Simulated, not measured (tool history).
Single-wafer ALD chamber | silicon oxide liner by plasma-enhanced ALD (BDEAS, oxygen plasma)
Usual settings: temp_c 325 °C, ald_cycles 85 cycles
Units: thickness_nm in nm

run,hour,temp_c,ald_cycles,wafers since the last listed run,hours since the last thermocouple change,hours since the gauge calibration,"read-back reference wafer on the same gauge, thickness_nm",thickness_nm
1,0,325,89,0,883.5,1362.1,6.151,7.919
2,103.4,335,75,505,986.9,1465.5,6.141,6.576
3,194.2,335,75,443,1077.7,1556.3,6.152,6.577
4,232.3,325,85,186,1115.8,1594.4,6.151,7.575
5,312.5,325,85,391,1196,1674.6,6.156,7.564
# hour 351.2: gauge calibrated
6,383.1,325,85,344,1266.6,31.9,6.15,7.551
7,487.8,325,85,511,1371.3,136.6,6.152,7.562
8,528.9,325,85,200,1412.4,177.7,6.153,7.565
9,619.5,325,85,442,1503,268.3,6.155,7.568
10,716.3,325,85,472,1599.8,365.1,6.151,7.588
11,767.8,332,85,251,1651.3,416.6,6.152,7.465
12,806.3,332,85,188,1689.8,455.1,6.143,7.468
13,886.9,325,85,393,1770.4,535.7,6.156,7.571
14,952.1,325,85,318,1835.6,600.9,6.15,7.554
15,1052,334,85,488,1935.5,700.8,6.144,7.479
16,1095.4,339,76,212,1978.9,744.2,6.148,6.659
17,1352.9,325,85,1257,2236.4,1001.7,6.153,7.521
18,1433.3,330,90,392,2316.8,1082.1,6.152,7.954
# hour 1474.4: thermocouple changed; heater temperature recalibrated
19,1524.5,317,90,406,50.1,1173.3,6.15,8.079
20,1564.9,318,73,197,90.5,1213.7,6.15,6.52
21,1652.5,313,94,427,178.1,1301.3,6.144,8.487
22,1711,319,91,285,236.6,1359.8,6.15,8.178
# hour 1748.6: gauge calibrated
23,1812.1,314,69,493,337.7,63.5,6.153,6.237
24,1892.3,319,75,391,417.9,143.7,6.15,6.751
25,1950.5,325,96,284,476.1,201.9,6.15,8.52
26,2162.4,319,85,1035,688,413.8,6.153,7.633
27,2204.6,311,78,206,730.2,456,6.146,7.046
28,2264.3,325,85,291,789.9,515.7,6.153,7.532
29,2348.8,330,69,412,874.4,600.2,6.151,6.09
30,2390.2,319,75,202,915.8,641.6,6.145,6.729

Hidden state at the last listed run before each entry between runs and at the first one after, where it differs:
Between runs 5 and 6: gauge calibrated (hour 351.2)
  no hidden state differs between the two runs
Between runs 18 and 19: thermocouple changed; heater temperature recalibrated (hour 1474.4)
  no hidden state differs between the two runs
Between runs 22 and 23: gauge calibrated (hour 1748.6)
  no hidden state differs between the two runs

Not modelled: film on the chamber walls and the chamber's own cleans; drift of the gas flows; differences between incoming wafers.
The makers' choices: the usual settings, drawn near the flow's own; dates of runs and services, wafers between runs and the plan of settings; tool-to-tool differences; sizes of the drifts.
